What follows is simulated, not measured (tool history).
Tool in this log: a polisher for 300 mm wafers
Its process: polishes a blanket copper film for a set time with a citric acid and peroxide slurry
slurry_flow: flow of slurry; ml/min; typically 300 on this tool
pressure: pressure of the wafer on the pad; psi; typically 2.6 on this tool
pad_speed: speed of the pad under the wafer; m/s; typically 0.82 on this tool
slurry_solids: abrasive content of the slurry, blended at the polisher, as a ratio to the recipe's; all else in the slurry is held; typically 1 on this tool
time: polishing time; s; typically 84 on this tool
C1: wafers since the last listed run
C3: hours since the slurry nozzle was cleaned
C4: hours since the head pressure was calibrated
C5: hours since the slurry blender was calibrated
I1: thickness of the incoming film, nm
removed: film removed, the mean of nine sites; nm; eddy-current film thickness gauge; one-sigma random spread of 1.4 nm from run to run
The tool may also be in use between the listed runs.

{"run": 1, "hour": 0.0, "slurry_flow": 300, "pressure": 2.6, "pad_speed": 0.82, "slurry_solids": 1, "time": 61, "C1": 0, "wafers polished on this pad": 709, "C3": 435.7, "C4": 186.6, "C5": 52.6, "I1": 1181.4, "removed": 86.1}
{"run": 2, "hour": 16.4, "slurry_flow": 300, "pressure": 2.6, "pad_speed": 0.82, "slurry_solids": 1, "time": 61, "C1": 189, "wafers polished on this pad": 899, "C3": 452.1, "C4": 203, "C5": 69, "I1": 1213.5, "removed": 83}
{"run": 3, "hour": 33.6, "slurry_flow": 300, "pressure": 2.6, "pad_speed": 0.82, "slurry_solids": 1, "time": 61, "C1": 199, "wafers polished on this pad": 1098, "C3": 469.3, "C4": 220.2, "C5": 86.2, "I1": 1193, "removed": 83.1}
{"hour": 42.2, "done": "slurry nozzle cleaned"}
{"run": 4, "hour": 54.2, "slurry_flow": 300, "pressure": 2.6, "pad_speed": 0.82, "slurry_solids": 1, "time": 84, "C1": 226, "wafers polished on this pad": 1325, "C3": 12, "C4": 240.8, "C5": 106.8, "I1": 1214.5, "removed": 114.8}
{"run": 5, "hour": 66.4, "slurry_flow": 300, "pressure": 2.6, "pad_speed": 0.82, "slurry_solids": 1, "time": 84, "C1": 141, "wafers polished on this pad": 1466, "C3": 24.2, "C4": 253, "C5": 119, "I1": 1190.3, "removed": 115}
{"run": 6, "hour": 82.3, "slurry_flow": 300, "pressure": 2.6, "pad_speed": 0.82, "slurry_solids": 1, "time": 84, "C1": 184, "wafers polished on this pad": 1650, "C3": 40.1, "C4": 268.9, "C5": 134.9, "I1": 1210.2, "removed": 117}
{"hour": 90.8, "done": "worn pad replaced by a new one"}
{"run": 7, "hour": 107.8, "slurry_flow": 375, "pressure": 2.6, "pad_speed": 0.82, "slurry_solids": 1, "time": 84, "C1": 248, "wafers polished on this pad": 196, "C3": 65.6, "C4": 294.4, "C5": 160.4, "I1": 1214.5, "removed": 117}
{"run": 8, "hour": 131.4, "slurry_flow": 300, "pressure": 2.6, "pad_speed": 0.82, "slurry_solids": 1, "time": 84, "C1": 273, "wafers polished on this pad": 469, "C3": 89.2, "C4": 318, "C5": 184, "I1": 1197.7, "removed": 113.6}
{"run": 9, "hour": 153.3, "slurry_flow": 300, "pressure": 2.6, "pad_speed": 0.82, "slurry_solids": 1, "time": 84, "C1": 253, "wafers polished on this pad": 723, "C3": 111.1, "C4": 339.9, "C5": 205.9, "I1": 1194.6, "removed": 114.2}
{"run": 10, "hour": 180.7, "slurry_flow": 300, "pressure": 2.8, "pad_speed": 0.82, "slurry_solids": 1.05, "time": 84, "C1": 317, "wafers polished on this pad": 1040, "C3": 138.5, "C4": 367.3, "C5": 233.3, "I1": 1198.8, "removed": 123.2}
{"run": 11, "hour": 210.4, "slurry_flow": 300, "pressure": 2.8, "pad_speed": 0.82, "slurry_solids": 1.05, "time": 84, "C1": 343, "wafers polished on this pad": 1384, "C3": 168.2, "C4": 397, "C5": 263, "I1": 1183.4, "removed": 123.4}
{"hour": 231.9, "done": "worn pad replaced by a new one"}
{"run": 12, "hour": 243.4, "slurry_flow": 300, "pressure": 2.6, "pad_speed": 0.82, "slurry_solids": 1, "time": 84, "C1": 335, "wafers polished on this pad": 133, "C3": 201.2, "C4": 430, "C5": 296, "I1": 1207.1, "removed": 111.3}
{"hour": 256.0, "done": "slurry blender recalibrated"}
{"run": 13, "hour": 274.3, "slurry_flow": 300, "pressure": 2.6, "pad_speed": 0.82, "slurry_solids": 1, "time": 84, "C1": 334, "wafers polished on this pad": 468, "C3": 232.1, "C4": 460.9, "C5": 18.3, "I1": 1217.3, "removed": 105}
{"hour": 302.9, "done": "head pressure recalibrated"}
{"run": 14, "hour": 357.0, "slurry_flow": 300, "pressure": 2.9, "pad_speed": 0.82, "slurry_solids": 0.95, "time": 84, "C1": 934, "wafers polished on this pad": 1402, "C3": 314.8, "C4": 54.1, "C5": 101, "I1": 1180.9, "removed": 114.1}
{"hour": 368.0, "done": "slurry blender recalibrated, repeated, since the last time left the tool worse"}
{"hour": 395.3, "done": "worn pad replaced by a new one"}
{"run": 15, "hour": 395.8, "slurry_flow": 355, "pressure": 1.9, "pad_speed": 0.82, "slurry_solids": 1, "time": 84, "C1": 379, "wafers polished on this pad": 5, "C3": 353.6, "C4": 92.9, "C5": 27.8, "I1": 1198.6, "removed": 88.6}
{"run": 16, "hour": 421.1, "slurry_flow": 300, "pressure": 3.1, "pad_speed": 0.82, "slurry_solids": 1, "time": 84, "C1": 292, "wafers polished on this pad": 298, "C3": 378.9, "C4": 118.2, "C5": 53.1, "I1": 1197.3, "removed": 136.8}
{"run": 17, "hour": 443.0, "slurry_flow": 270, "pressure": 2.6, "pad_speed": 0.9, "slurry_solids": 1, "time": 84, "C1": 253, "wafers polished on this pad": 551, "C3": 400.8, "C4": 140.1, "C5": 75, "I1": 1199.7, "removed": 126.5}
{"run": 18, "hour": 459.7, "slurry_flow": 300, "pressure": 3.5, "pad_speed": 0.96, "slurry_solids": 0.85, "time": 111, "C1": 193, "wafers polished on this pad": 745, "C3": 417.5, "C4": 156.8, "C5": 91.7, "I1": 1204.2, "removed": 232.6}
{"run": 19, "hour": 492.3, "slurry_flow": 300, "pressure": 2.6, "pad_speed": 0.82, "slurry_solids": 1, "time": 84, "C1": 377, "wafers polished on this pad": 1122, "C3": 450.1, "C4": 189.4, "C5": 124.3, "I1": 1176.5, "removed": 113}
{"hour": 508.8, "done": "slurry nozzle cleaned"}
{"run": 20, "hour": 523.3, "slurry_flow": 300, "pressure": 2.6, "pad_speed": 0.82, "slurry_solids": 1, "time": 61, "C1": 347, "wafers polished on this pad": 1470, "C3": 14.5, "C4": 220.4, "C5": 155.3, "I1": 1194.2, "removed": 83.1}
{"run": 21, "hour": 545.8, "slurry_flow": 300, "pressure": 2.6, "pad_speed": 0.82, "slurry_solids": 1, "time": 84, "C1": 260, "wafers polished on this pad": 1730, "C3": 37, "C4": 242.9, "C5": 177.8, "I1": 1192.2, "removed": 112.7}
{"hour": 553.8, "done": "worn pad replaced by a new one"}
{"run": 22, "hour": 581.3, "slurry_flow": 340, "pressure": 1.8, "pad_speed": 0.56, "slurry_solids": 1, "time": 62, "C1": 364, "wafers polished on this pad": 318, "C3": 72.5, "C4": 278.4, "C5": 213.3, "I1": 1202.7, "removed": 41.5}
{"run": 23, "hour": 597.9, "slurry_flow": 300, "pressure": 2.4, "pad_speed": 0.82, "slurry_solids": 1, "time": 84, "C1": 192, "wafers polished on this pad": 510, "C3": 89.1, "C4": 295, "C5": 229.9, "I1": 1205.8, "removed": 104.5}
{"hour": 624.5, "done": "slurry blender recalibrated"}
{"run": 24, "hour": 625.0, "slurry_flow": 260, "pressure": 2.2, "pad_speed": 0.82, "slurry_solids": 0.9, "time": 105, "C1": 290, "wafers polished on this pad": 801, "C3": 116.2, "C4": 322.1, "C5": 0.5, "I1": 1192.2, "removed": 119.3}
{"run": 25, "hour": 657.6, "slurry_flow": 215, "pressure": 2.6, "pad_speed": 0.72, "slurry_solids": 0.8, "time": 84, "C1": 377, "wafers polished on this pad": 1179, "C3": 148.8, "C4": 354.7, "C5": 33.1, "I1": 1202.4, "removed": 96.3}
{"run": 26, "hour": 674.5, "slurry_flow": 205, "pressure": 1.9, "pad_speed": 1.08, "slurry_solids": 1.2, "time": 84, "C1": 195, "wafers polished on this pad": 1374, "C3": 165.7, "C4": 371.6, "C5": 50, "I1": 1204.4, "removed": 113.8}
{"hour": 700.3, "done": "worn pad replaced by a new one"}
{"run": 27, "hour": 710.4, "slurry_flow": 375, "pressure": 3.2, "pad_speed": 0.82, "slurry_solids": 1.15, "time": 107, "C1": 369, "wafers polished on this pad": 116, "C3": 201.6, "C4": 407.5, "C5": 85.9, "I1": 1202.2, "removed": 185.9}
{"hour": 721.3, "done": "head pressure recalibrated"}
{"run": 28, "hour": 737.8, "slurry_flow": 300, "pressure": 2.6, "pad_speed": 0.82, "slurry_solids": 1, "time": 84, "C1": 294, "wafers polished on this pad": 410, "C3": 229, "C4": 16.5, "C5": 113.3, "I1": 1219.5, "removed": 114.7}

Below, some changes in removed between adjacent runs. For each, the amount present without the hidden state too (settings, incoming material, random variation) and the amount remaining for the hidden state with gauge scatter not shared by both compared results:
The tool's hidden condition here consists of: removal rate lost through wear of the pad, %; slurry flow missing at the pad, %; deviation of the head's pressure from its setpoint, %; abrasive missing from the slurry, %.
Run 12 -> 13: slurry blender recalibrated. removed -6.3 nm: hidden state -5.9, all else -0.4.
Run 14 -> 15: slurry_flow 300 -> 355, pressure 2.9 -> 1.9, slurry_solids 0.95 -> 1, slurry blender recalibrated, repeated, since the last time left the tool worse, worn pad replaced by a new one. removed -25.5 nm: hidden state +14.3, all else -39.8.
Run 17 -> 18: slurry_flow 270 -> 300, pressure 2.6 -> 3.5, pad_speed 0.9 -> 0.96, slurry_solids 1 -> 0.85, time 84 -> 111. removed +106.1 nm: hidden state -1.8, all else +107.9.
Run 18 -> 19: pressure 3.5 -> 2.6, pad_speed 0.96 -> 0.82, slurry_solids 0.85 -> 1, time 111 -> 84. removed -119.6 nm: hidden state +1.1, all else -120.7.

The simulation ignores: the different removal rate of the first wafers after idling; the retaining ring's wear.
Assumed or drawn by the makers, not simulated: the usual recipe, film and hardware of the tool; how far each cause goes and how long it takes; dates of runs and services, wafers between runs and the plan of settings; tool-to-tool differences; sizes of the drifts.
